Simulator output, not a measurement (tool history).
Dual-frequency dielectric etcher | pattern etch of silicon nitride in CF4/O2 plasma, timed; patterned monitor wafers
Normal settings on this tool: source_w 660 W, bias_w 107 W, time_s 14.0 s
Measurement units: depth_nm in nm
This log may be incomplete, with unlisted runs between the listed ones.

run   hour  source_w  bias_w  time_s  wafers since the last listed run  hours since the last wet clean  hours since the last source power generator calibration  hours since the last bias power generator calibration  hours since the last upper electrode change  hours since the gauge calibration  read-back reference wafer on the same gauge, depth_nm  depth_nm
  1    0.0       660     107    14.0                                 0                            21.9                                                   1917.6                                                 3165.2                                       2801.0                              552.9                                                  31.87     27.93
  2   14.9       660     107    14.0                               243                            36.8                                                   1932.5                                                 3180.1                                       2815.9                              567.8                                                  31.91     27.97
  3   37.2       660     107    14.0                               364                            59.1                                                   1954.8                                                 3202.4                                       2838.2                              590.1                                                  31.85     27.86
  4  141.4       660     107    14.0                              1701                           163.3                                                   2059.0                                                 3306.6                                       2942.4                              694.3                                                  31.91     27.89
  5  158.6       720     107    14.0                               280                           180.5                                                   2076.2                                                 3323.8                                       2959.6                              711.5                                                  31.95     29.77
  6  175.9       720     107    14.0                               282                           197.8                                                   2093.5                                                 3341.1                                       2976.9                              728.8                                                  31.92     29.73
  7  210.3       660      96    14.0                               561                           232.2                                                   2127.9                                                 3375.5                                       3011.3                              763.2                                                  31.87     27.23
  8  233.5       660     107    14.0                               378                           255.4                                                   2151.1                                                 3398.7                                       3034.5                              786.4                                                  31.91     27.72
  9  259.6       660     107    14.0                               426                           281.5                                                   2177.2                                                 3424.8                                       3060.6                              812.5                                                  31.90     27.81
     295.4  -- upper electrode replaced
 10  295.9       660      89    14.0                               200                           317.8                                                   2213.5                                                 3461.1                                          0.5                              848.8                                                  31.90     26.68
     318.7  -- source power generator calibrated
 11  322.7       660      89    14.0                               372                           344.6                                                      4.0                                                 3487.9                                         27.3                              875.6                                                  31.90     26.70
     393.2  -- gauge calibrated
 12  393.5       660     107    14.0                              1155                           415.4                                                     74.8                                                 3558.7                                         98.1                                0.3                                                  31.93     27.95
     405.8  -- bias power generator calibrated
 13  407.1       660     107    14.0                               156                           429.0                                                     88.4                                                    1.3                                        111.7                               13.9                                                  31.89     27.74
 14  428.7       700     107    14.0                               352                           450.6                                                    110.0                                                   22.9                                        133.3                               35.5                                                  31.91     29.02
 15  464.4       730     107    17.0                               582                           486.3                                                    145.7                                                   58.6                                        169.0                               71.2                                                  31.89     36.34
     497.4  -- wet clean of the chamber
 16  497.9       700     107    14.0                               155                             0.5                                                    179.2                                                   92.1                                        202.5                              104.7                                                  31.90     28.97
 17  506.4       810      91    11.0                               138                             9.0                                                    187.7                                                  100.6                                        211.0                              113.2                                                  31.91     24.52
 18  533.3       720     107    16.5                               439                            35.9                                                    214.6                                                  127.5                                        237.9                              140.1                                                  31.90     34.87
 19  562.0       660     107    14.0                               468                            64.6                                                    243.3                                                  156.2                                        266.6                              168.8                                                  31.90     27.85
 20  576.7       510      86    10.5                               240                            79.3                                                    258.0                                                  170.9                                        281.3                              183.5                                                  31.91     16.59
 21  606.3       660     107    17.5                               483                           108.9                                                    287.6                                                  200.5                                        310.9                              213.1                                                  31.92     34.68
 22  626.9       660     107    15.5                               336                           129.5                                                    308.2                                                  221.1                                        331.5                              233.7                                                  31.89     30.91
 23  648.4       660     121    14.0                               351                           151.0                                                    329.7                                                  242.6                                        353.0                              255.2                                                  31.90     28.72
 24  675.0       580     107    14.0                               434                           177.6                                                    356.3                                                  269.2                                        379.6                              281.8                                                  31.90     25.38
 25  699.1       750      93    18.0                               393                           201.7                                                    380.4                                                  293.3                                        403.7                              305.9                                                  31.92     37.94
 26  711.3       550     107    12.5                               199                           213.9                                                    392.6                                                  305.5                                        415.9                              318.1                                                  31.91     21.83
 27  723.8       660     107    14.0                               204                           226.4                                                    405.1                                                  318.0                                        428.4                              330.6                                                  31.93     27.94
 28  743.5       760     124    16.5                               321                           246.1                                                    424.8                                                  337.7                                        448.1                              350.3                                                  31.94     37.60
 29  775.3       510     122    11.5                               519                           277.9                                                    456.6                                                  369.5                                        479.9                              382.1                                                  31.86     19.58

Consider 3 possible next runs. They are alternatives, not a sequence: every one starts from the tool as it was left by run 29. What does each give?
  A  775.7       660     107    14.0                                 6                           278.3                                                    457.0                                                  369.9                                        480.3                              382.5                                                      ?         ?
  B  775.7       570      82    17.0                                 6                           278.3                                                    457.0                                                  369.9                                        480.3                              382.5                                                      ?         ?
  C  775.7       700      97    17.5                                 6                           278.3                                                    457.0                                                  369.9                                        480.3                              382.5                                                      ?         ?

run  read-back reference wafer on the same gauge, depth_nm  depth_nm
  A                                                  31.94     27.88
  B                                                  31.94     28.74
  C                                                  31.94     35.59
Take away the tool's hidden state, keep each run's random variation, and the runs would have read:
run  depth_nm
  A     27.88
  B     28.74
  C     35.59
